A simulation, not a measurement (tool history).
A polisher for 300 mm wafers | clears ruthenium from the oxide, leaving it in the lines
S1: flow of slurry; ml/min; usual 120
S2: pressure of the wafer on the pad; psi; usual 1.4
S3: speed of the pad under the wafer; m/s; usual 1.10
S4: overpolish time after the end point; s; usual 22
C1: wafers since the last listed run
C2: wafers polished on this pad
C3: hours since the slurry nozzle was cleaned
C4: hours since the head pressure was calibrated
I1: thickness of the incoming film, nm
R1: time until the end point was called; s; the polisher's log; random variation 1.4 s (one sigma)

{"run": 1, "day": 0.0, "S1": 120, "S2": 1.4, "S3": 1.1, "S4": 22, "C1": 0, "C2": 263, "C3": 432.0, "C4": 111.6, "I1": 114.5, "R1": 130.4}
{"run": 2, "day": 1.354, "S1": 120, "S2": 1.4, "S3": 1.1, "S4": 22, "C1": 312, "C2": 575, "C3": 464.5, "C4": 144.1, "I1": 115.3, "R1": 134.0}
{"run": 3, "day": 2.788, "S1": 120, "S2": 1.4, "S3": 1.1, "S4": 22, "C1": 330, "C2": 905, "C3": 498.9, "C4": 178.5, "I1": 114.7, "R1": 133.3}
{"run": 4, "day": 3.392, "S1": 120, "S2": 1.4, "S3": 1.1, "S4": 22, "C1": 139, "C2": 1045, "C3": 513.4, "C4": 193.0, "I1": 117.1, "R1": 138.4}
{"run": 5, "day": 4.529, "S1": 120, "S2": 1.4, "S3": 1.1, "S4": 22, "C1": 262, "C2": 1307, "C3": 540.7, "C4": 220.3, "I1": 112.8, "R1": 129.3}
{"run": 6, "day": 5.938, "S1": 120, "S2": 1.4, "S3": 1.1, "S4": 22, "C1": 324, "C2": 1631, "C3": 574.5, "C4": 254.1, "I1": 113.8, "R1": 130.6}
{"run": 7, "day": 6.9, "S1": 120, "S2": 1.4, "S3": 1.1, "S4": 22, "C1": 221, "C2": 1853, "C3": 597.6, "C4": 277.2, "I1": 113.9, "R1": 133.0}
{"run": 8, "day": 8.221, "S1": 120, "S2": 1.4, "S3": 1.1, "S4": 22, "C1": 304, "C2": 2158, "C3": 629.3, "C4": 308.9, "I1": 115.2, "R1": 134.7}
{"day": 8.742, "done": "worn pad replaced by a new one"}
{"run": 9, "day": 9.096, "S1": 120, "S2": 1.4, "S3": 1.1, "S4": 22, "C1": 163, "C2": 81, "C3": 650.3, "C4": 329.9, "I1": 115.6, "R1": 135.3}
{"run": 10, "day": 10.133, "S1": 120, "S2": 1.4, "S3": 1.1, "S4": 12, "C1": 239, "C2": 320, "C3": 675.2, "C4": 354.8, "I1": 114.2, "R1": 133.7}
{"run": 11, "day": 10.821, "S1": 120, "S2": 1.4, "S3": 1.1, "S4": 12, "C1": 158, "C2": 479, "C3": 691.7, "C4": 371.3, "I1": 114.8, "R1": 132.3}
{"day": 11.854, "done": "head pressure recalibrated"}
{"run": 12, "day": 12.246, "S1": 120, "S2": 1.4, "S3": 1.1, "S4": 22, "C1": 309, "C2": 788, "C3": 725.9, "C4": 9.4, "I1": 116.3, "R1": 134.0}
{"day": 13.2, "done": "slurry nozzle cleaned"}
{"run": 13, "day": 13.588, "S1": 120, "S2": 1.4, "S3": 1.1, "S4": 22, "C1": 299, "C2": 1087, "C3": 9.3, "C4": 41.6, "I1": 115.3, "R1": 133.8}
{"run": 14, "day": 14.508, "S1": 120, "S2": 1.6, "S3": 1.1, "S4": 22, "C1": 212, "C2": 1300, "C3": 31.4, "C4": 63.7, "I1": 115.2, "R1": 117.6}
{"run": 15, "day": 15.317, "S1": 120, "S2": 1.4, "S3": 1.1, "S4": 22, "C1": 186, "C2": 1486, "C3": 50.8, "C4": 83.1, "I1": 113.9, "R1": 133.3}
{"run": 16, "day": 16.679, "S1": 95, "S2": 1.8, "S3": 0.9, "S4": 17, "C1": 314, "C2": 1800, "C3": 83.5, "C4": 115.8, "I1": 114.1, "R1": 136.4}
{"run": 17, "day": 18.021, "S1": 120, "S2": 1.3, "S3": 1.1, "S4": 22, "C1": 309, "C2": 2109, "C3": 115.7, "C4": 148.0, "I1": 113.6, "R1": 141.3}
{"run": 18, "day": 19.346, "S1": 120, "S2": 1.4, "S3": 1.1, "S4": 22, "C1": 305, "C2": 2415, "C3": 147.5, "C4": 179.8, "I1": 115.1, "R1": 132.7}
{"run": 19, "day": 20.562, "S1": 120, "S2": 1.4, "S3": 1.1, "S4": 22, "C1": 280, "C2": 2695, "C3": 176.7, "C4": 209.0, "I1": 114.4, "R1": 134.1}
{"day": 20.817, "done": "worn pad replaced by a new one"}
{"run": 20, "day": 21.858, "S1": 140, "S2": 1.7, "S3": 1.1, "S4": 12, "C1": 260, "C2": 239, "C3": 207.8, "C4": 240.1, "I1": 115.7, "R1": 107.2}
{"run": 21, "day": 23.65, "S1": 100, "S2": 1.4, "S3": 1.0, "S4": 10, "C1": 412, "C2": 652, "C3": 250.8, "C4": 283.1, "I1": 114.6, "R1": 151.7}
{"run": 22, "day": 24.85, "S1": 120, "S2": 1.4, "S3": 1.28, "S4": 16, "C1": 276, "C2": 929, "C3": 279.6, "C4": 311.9, "I1": 114.5, "R1": 114.6}
{"run": 23, "day": 25.521, "S1": 95, "S2": 1.4, "S3": 1.48, "S4": 12, "C1": 154, "C2": 1084, "C3": 295.7, "C4": 328.0, "I1": 113.7, "R1": 103.1}
{"day": 27.188, "done": "head pressure recalibrated"}
{"run": 24, "day": 28.529, "S1": 140, "S2": 1.4, "S3": 1.1, "S4": 22, "C1": 674, "C2": 1758, "C3": 367.9, "C4": 32.2, "I1": 114.5, "R1": 129.8}
{"run": 25, "day": 29.75, "S1": 120, "S2": 1.8, "S3": 0.76, "S4": 22, "C1": 281, "C2": 2039, "C3": 397.2, "C4": 61.5, "I1": 117.1, "R1": 155.6}
{"day": 30.654, "done": "worn pad replaced by a new one"}
{"run": 26, "day": 32.05, "S1": 120, "S2": 1.4, "S3": 0.8, "S4": 22, "C1": 491, "C2": 321, "C3": 452.4, "C4": 116.7, "I1": 116.2, "R1": 189.3}
{"run": 27, "day": 32.996, "S1": 150, "S2": 1.4, "S3": 1.1, "S4": 22, "C1": 218, "C2": 539, "C3": 475.1, "C4": 139.4, "I1": 116.1, "R1": 129.4}
{"run": 28, "day": 33.846, "S1": 120, "S2": 1.0, "S3": 0.86, "S4": 22, "C1": 195, "C2": 735, "C3": 495.5, "C4": 159.8, "I1": 115.3, "R1": 231.4}
{"run": 29, "day": 35.067, "S1": 130, "S2": 1.1, "S3": 1.1, "S4": 22, "C1": 281, "C2": 1017, "C3": 524.8, "C4": 189.1, "I1": 113.2, "R1": 163.5}
{"run": 30, "day": 36.25, "S1": 120, "S2": 1.8, "S3": 1.44, "S4": 22, "C1": 272, "C2": 1289, "C3": 553.2, "C4": 217.5, "I1": 115.4, "R1": 80.6}
{"run": 31, "day": 37.304, "S1": 120, "S2": 1.4, "S3": 1.1, "S4": 28, "C1": 242, "C2": 1532, "C3": 578.5, "C4": 242.8, "I1": 113.0, "R1": 130.0}
{"run": 32, "day": 38.875, "S1": 120, "S2": 1.4, "S3": 1.1, "S4": 22, "C1": 362, "C2": 1894, "C3": 616.2, "C4": 280.5, "I1": 114.5, "R1": 134.5}
{"run": 33, "day": 39.488, "S1": 120, "S2": 1.6, "S3": 0.74, "S4": 14, "C1": 141, "C2": 2036, "C3": 630.9, "C4": 295.2, "I1": 113.2, "R1": 171.2}
{"run": 34, "day": 40.242, "S1": 120, "S2": 1.6, "S3": 1.1, "S4": 16, "C1": 173, "C2": 2209, "C3": 649.0, "C4": 313.3, "I1": 116.2, "R1": 118.5}
{"day": 40.417, "done": "worn pad replaced by a new one"}
{"day": 41.175, "done": "head pressure recalibrated"}
{"run": 35, "day": 41.558, "S1": 120, "S2": 1.4, "S3": 1.1, "S4": 22, "C1": 245, "C2": 243, "C3": 680.6, "C4": 9.2, "I1": 113.8, "R1": 133.7}
{"run": 36, "day": 42.592, "S1": 120, "S2": 1.4, "S3": 1.4, "S4": 16, "C1": 238, "C2": 481, "C3": 705.4, "C4": 34.0, "I1": 115.0, "R1": 104.5}

5 ways to go on from here, each from the tool as it stands after run 36. What would each give?
{"run": "A", "day": 42.612, "S1": 120, "S2": 1.2, "S3": 1.1, "S4": 22, "C1": 4, "C2": 486, "C3": 705.9, "C4": 34.5, "I1": 116.1, "R1": "?"}
{"run": "B", "day": 42.612, "S1": 120, "S2": 1.4, "S3": 0.92, "S4": 22, "C1": 4, "C2": 486, "C3": 705.9, "C4": 34.5, "I1": 116.1, "R1": "?"}
{"run": "C", "day": 42.612, "S1": 140, "S2": 1.4, "S3": 0.76, "S4": 22, "C1": 4, "C2": 486, "C3": 705.9, "C4": 34.5, "I1": 116.1, "R1": "?"}
{"run": "D", "day": 42.612, "S1": 135, "S2": 1.8, "S3": 1.38, "S4": 31, "C1": 4, "C2": 486, "C3": 705.9, "C4": 34.5, "I1": 116.1, "R1": "?"}
{"run": "E", "day": 42.612, "S1": 120, "S2": 1.8, "S3": 0.92, "S4": 22, "C1": 4, "C2": 486, "C3": 705.9, "C4": 34.5, "I1": 116.1, "R1": "?"}

run=A R1=156.8
run=B R1=162.8
run=C R1=190.6
run=D R1=83.7
run=E R1=128.9
Without the tool's hidden state the same runs would have given:
run=A R1=156.8
run=B R1=162.8
run=C R1=190.6
run=D R1=83.7
run=E R1=128.9
